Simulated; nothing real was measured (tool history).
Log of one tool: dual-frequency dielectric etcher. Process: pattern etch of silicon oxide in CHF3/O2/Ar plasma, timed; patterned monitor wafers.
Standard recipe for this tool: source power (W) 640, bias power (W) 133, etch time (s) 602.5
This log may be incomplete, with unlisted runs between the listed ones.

run	day	source power (W)	bias power (W)	etch time (s)	read-back reference wafer on the same gauge, depth_nm	mean etch depth across the wafer (nm)
1	0	640	133	602.5	1379.6	1195.4
2	0.938	640	133	602.5	1381.1	1191.1
3	2.388	640	133	602.5	1381.5	1192.3
4	2.95	640	133	638.5	1378.6	1276
5	3.917	640	133	638.5	1381.3	1271.7
6	5.354	720	133	700	1381.3	1508.2
7	5.983	640	133	602.5	1379.3	1206.7
# day 8.542: gauge calibrated
# day 9.962: source power generator calibrated
8	10.354	640	133	602.5	1381	1219.6
9	11.571	640	133	602.5	1380.3	1222.9
10	12.088	640	133	602.5	1379.9	1220.7
11	12.862	640	133	602.5	1379.7	1226.3
# day 13.5: bias power generator calibrated
# day 14.892: upper electrode replaced
12	14.912	640	133	602.5	1381.6	1227.8
13	14.95	720	133	455.5	1377.9	994.7
14	15.971	730	133	760	1382	1684.6

Run 15 is up next; what results do you expect?
# day 17.642: wet clean of the chamber
15	17.662	710	152	483.5	?	?

{"run 15": {"read-back reference wafer on the same gauge, depth_nm": 1378.9, "mean etch depth across the wafer (nm)": 1043.1}}
If the tool had no hidden condition, the same run with the same run-to-run variation would have returned mean etch depth across the wafer (nm) 1039.9.

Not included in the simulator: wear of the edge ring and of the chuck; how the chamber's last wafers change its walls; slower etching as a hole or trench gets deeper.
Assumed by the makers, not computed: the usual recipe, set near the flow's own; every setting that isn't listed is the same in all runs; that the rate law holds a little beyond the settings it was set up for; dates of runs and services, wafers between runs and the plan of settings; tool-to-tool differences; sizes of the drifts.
